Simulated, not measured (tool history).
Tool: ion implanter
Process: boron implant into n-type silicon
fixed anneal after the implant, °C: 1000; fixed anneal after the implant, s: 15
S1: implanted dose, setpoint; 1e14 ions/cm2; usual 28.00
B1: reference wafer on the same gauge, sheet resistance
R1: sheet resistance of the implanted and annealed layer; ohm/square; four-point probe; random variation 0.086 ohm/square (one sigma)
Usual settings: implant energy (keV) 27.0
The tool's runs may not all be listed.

run 1 day=0.000 | S1=31.74 implant_energy_(keV)=27.0 | B1=63.20 | R1=54.05
run 2 day=0.654 | S1=31.74 implant_energy_(keV)=27.0 | B1=63.20 | R1=54.13
run 3 day=1.767 | S1=31.74 implant_energy_(keV)=27.0 | B1=63.19 | R1=54.18
run 4 day=3.167 | S1=28.00 implant_energy_(keV)=27.0 | B1=63.21 | R1=56.61
run 5 day=4.000 | S1=28.00 implant_energy_(keV)=27.0 | B1=63.21 | R1=56.74
run 6 day=4.783 | S1=28.00 implant_energy_(keV)=27.0 | B1=63.21 | R1=56.69
run 7 day=5.558 | S1=30.38 implant_energy_(keV)=27.0 | B1=63.21 | R1=54.84
run 8 day=6.971 | S1=28.00 implant_energy_(keV)=27.0 | B1=63.21 | R1=56.63
run 9 day=7.804 | S1=28.00 implant_energy_(keV)=27.0 | B1=63.22 | R1=56.69
run 10 day=8.900 | S1=28.00 implant_energy_(keV)=27.0 | B1=63.20 | R1=56.54
run 11 day=10.354 | S1=28.00 implant_energy_(keV)=27.0 | B1=63.21 | R1=56.68
run 12 day=11.162 | S1=28.00 implant_energy_(keV)=27.0 | B1=63.20 | R1=56.47
run 13 day=12.092 | S1=21.86 implant_energy_(keV)=27.0 | B1=63.21 | R1=63.57
run 14 day=13.471 | S1=35.68 implant_energy_(keV)=23.5 | B1=63.22 | R1=55.40
-- day=13.888 Faraday cup replaced and dose calibrated
run 15 day=14.425 | S1=25.22 implant_energy_(keV)=36.0 | B1=63.21 | R1=58.43
-- day=14.842 gauge calibrated
-- day=14.950 extraction supply calibrated
run 16 day=15.812 | S1=36.30 implant_energy_(keV)=20.5 | B1=63.20 | R1=60.40
run 17 day=17.183 | S1=31.26 implant_energy_(keV)=27.0 | B1=63.20 | R1=56.40
run 18 day=18.500 | S1=28.00 implant_energy_(keV)=27.0 | B1=63.20 | R1=59.21
-- day=19.762 Faraday cup replaced and dose calibrated, repeated, since the last time left the tool worse
run 19 day=19.783 | S1=25.45 implant_energy_(keV)=34.5 | B1=63.21 | R1=56.27
run 20 day=21.171 | S1=28.00 implant_energy_(keV)=27.0 | B1=63.20 | R1=57.26
run 21 day=22.258 | S1=28.00 implant_energy_(keV)=27.0 | B1=63.20 | R1=57.22
run 22 day=22.938 | S1=25.73 implant_energy_(keV)=34.0 | B1=63.20 | R1=56.27
run 23 day=24.108 | S1=33.08 implant_energy_(keV)=22.5 | B1=63.21 | R1=58.17
run 24 day=24.617 | S1=34.12 implant_energy_(keV)=19.5 | B1=63.18 | R1=61.82

The same runs without the tool's hidden state, with the same run-to-run variation:
The hidden state here: deviation of the true dose from the Faraday cup's reading, %; deviation of the true energy from its setpoint, %; gauge reads high (%).
run=1 R1=54.48
run=2 R1=54.57
run=3 R1=54.63
run=4 R1=57.21
run=5 R1=57.35
run=6 R1=57.31
run=7 R1=55.39
run=8 R1=57.29
run=9 R1=57.37
run=10 R1=57.24
run=11 R1=57.42
run=12 R1=57.22
run=13 R1=64.68
run=14 R1=55.83
run=15 R1=56.14
run=16 R1=59.59
run=17 R1=54.96
run=18 R1=57.48
run=19 R1=56.26
run=20 R1=57.25
run=21 R1=57.21
run=22 R1=56.26
run=23 R1=58.17
run=24 R1=61.82
